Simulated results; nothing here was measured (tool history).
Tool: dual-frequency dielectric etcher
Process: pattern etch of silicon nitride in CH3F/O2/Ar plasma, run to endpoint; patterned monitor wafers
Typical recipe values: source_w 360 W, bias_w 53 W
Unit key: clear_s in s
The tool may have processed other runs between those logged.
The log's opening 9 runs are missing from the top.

run	hour	source_w	bias_w	incoming incoming film thickness, nm	clear_s
10	127.6	420	44	48.97	76.6
11	145.0	400	53	48.93	73.1
12	157.2	420	49	49.60	74.0
13	166.6	360	53	49.27	76.3
14	177.2	440	48	49.36	72.7
15	191.7	420	56	48.78	70.4
# hour 202.2: bias power generator calibrated
16	202.7	360	53	49.23	75.4
# hour 227.4: upper electrode replaced, of another model than before
17	227.9	360	53	49.27	74.6
18	229.8	440	64	49.80	64.6
19	243.5	390	64	49.17	65.7
20	252.3	330	63	49.91	69.4
21	267.6	320	59	49.38	71.4
22	281.4	330	60	48.76	69.4
23	298.3	360	53	49.15	74.2
24	313.8	300	43	49.02	87.8
25	326.1	290	57	49.02	73.7
26	334.0	360	53	49.09	72.3
27	351.1	330	40	49.29	91.0
28	361.7	360	66	49.16	64.0
29	376.0	430	48	48.83	75.6
30	392.4	380	48	48.72	76.8
# hour 426.7: wet clean of the chamber
31	427.2	400	53	49.01	73.4
32	427.5	360	42	49.11	90.1
33	427.9	400	42	49.01	87.3
34	439.9	360	53	49.31	76.5

Here are 5 independent what-if runs from the current tool condition. What would each one return?
A	440.3	360	53	49.30	?
B	440.3	400	65	49.30	?
C	440.3	420	42	49.30	?
D	440.3	410	45	49.30	?
E	440.3	390	47	49.30	?

run	clear_s
A	76.6
B	66.3
C	86.8
D	83.2
E	81.5
What these runs would have given with no unlogged condition in the tool:
run	clear_s
A	76.5
B	66.3
C	86.8
D	83.1
E	81.5
